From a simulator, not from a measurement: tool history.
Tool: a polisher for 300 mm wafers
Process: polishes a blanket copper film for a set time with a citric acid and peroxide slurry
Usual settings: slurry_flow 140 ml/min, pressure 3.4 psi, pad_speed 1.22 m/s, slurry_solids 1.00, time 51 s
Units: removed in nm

run	hour	slurry_flow	pressure	pad_speed	slurry_solids	time	incoming thickness of the incoming film, nm	removed
1	0.0	125	3.4	1.22	1.00	51	989.0	136.6
2	29.3	140	3.4	0.92	0.85	51	980.0	102.5
3	98.2	140	3.4	0.92	0.85	51	1012.9	102.4
4	147.6	140	3.4	0.92	0.85	51	1002.4	101.9
5	173.7	140	3.4	0.94	1.00	51	990.8	104.5
6	208.7	140	3.4	0.94	1.00	51	1010.9	104.1
# hour 214.3: head pressure recalibrated
# hour 233.1: worn pad replaced by a new one
7	241.0	140	3.4	1.22	1.00	51	1005.2	140.4
# hour 278.5: slurry blender recalibrated
8	283.6	160	3.4	1.22	1.00	51	985.0	151.3
9	340.7	160	3.4	1.22	1.00	51	1006.2	147.2
10	369.4	140	3.4	1.22	1.00	38	1013.7	105.6
11	418.9	140	3.4	1.22	0.90	39	1019.7	104.0
# hour 426.7: slurry nozzle cleaned
12	482.2	90	4.6	1.22	1.00	66	1002.7	215.1
13	541.0	140	3.4	1.22	1.00	51	1011.4	136.9
# hour 560.5: worn pad replaced by a new one
# hour 577.7: slurry blender recalibrated
14	590.5	140	4.0	0.92	1.20	51	1006.9	130.1
15	630.6	140	3.4	1.22	1.00	51	987.3	140.6
# hour 646.5: head pressure recalibrated
16	660.8	140	3.4	1.22	0.75	40	1003.6	111.6
17	721.5	175	3.4	1.22	1.25	59	1000.3	178.1
18	787.3	140	4.6	1.48	1.15	68	992.7	308.7
# hour 905.3: worn pad replaced by a new one
19	921.8	185	3.4	1.22	0.90	51	1003.3	141.6
# hour 941.3: slurry blender recalibrated
20	958.4	140	3.4	1.22	1.00	51	988.0	143.6
21	998.6	140	3.4	1.46	1.00	51	1002.9	165.8
# hour 1011.1: slurry nozzle cleaned
22	1025.0	160	2.8	1.22	1.10	35	998.1	82.3
23	1059.7	95	3.4	1.22	1.00	62	999.3	152.8
# hour 1073.5: head pressure recalibrated
24	1095.3	140	2.4	1.60	1.00	51	1007.9	133.0
25	1165.0	140	3.4	1.22	1.00	51	995.2	140.2
26	1214.7	140	3.4	1.22	1.00	51	999.7	139.7
# hour 1224.0: worn pad replaced by a new one
# hour 1229.1: slurry blender recalibrated
27	1245.1	140	4.3	1.22	0.70	51	1014.6	175.2
28	1301.9	140	3.4	1.22	1.00	51	992.3	140.7
29	1336.5	140	3.4	1.22	1.00	51	997.5	139.9

Some steps in removed between neighbouring runs. How much of each would the tool show without its hidden state too (settings, what came in, random variation), and how much is left for the hidden state, with any gauge scatter that isn't in both results?
The hidden state here: removal rate lost through wear of the pad, %; slurry flow missing at the pad, %; deviation of the head's pressure from its setpoint, %; abrasive missing from the slurry, %.
Run 11 -> 12: slurry_flow 140 -> 90, pressure 3.4 -> 4.6, slurry_solids 0.90 -> 1.00, time 39 -> 66, slurry nozzle cleaned. removed +111.1 nm: hidden state -14.2, all else +125.3.
Run 17 -> 18: slurry_flow 175 -> 140, pressure 3.4 -> 4.6, pad_speed 1.22 -> 1.48, slurry_solids 1.25 -> 1.15, time 59 -> 68. removed +130.6 nm: hidden state -15.8, all else +146.4.
Run 18 -> 19: slurry_flow 140 -> 185, pressure 4.6 -> 3.4, pad_speed 1.48 -> 1.22, slurry_solids 1.15 -> 0.90, time 68 -> 51, worn pad replaced by a new one. removed -167.1 nm: hidden state +12.2, all else -179.3.

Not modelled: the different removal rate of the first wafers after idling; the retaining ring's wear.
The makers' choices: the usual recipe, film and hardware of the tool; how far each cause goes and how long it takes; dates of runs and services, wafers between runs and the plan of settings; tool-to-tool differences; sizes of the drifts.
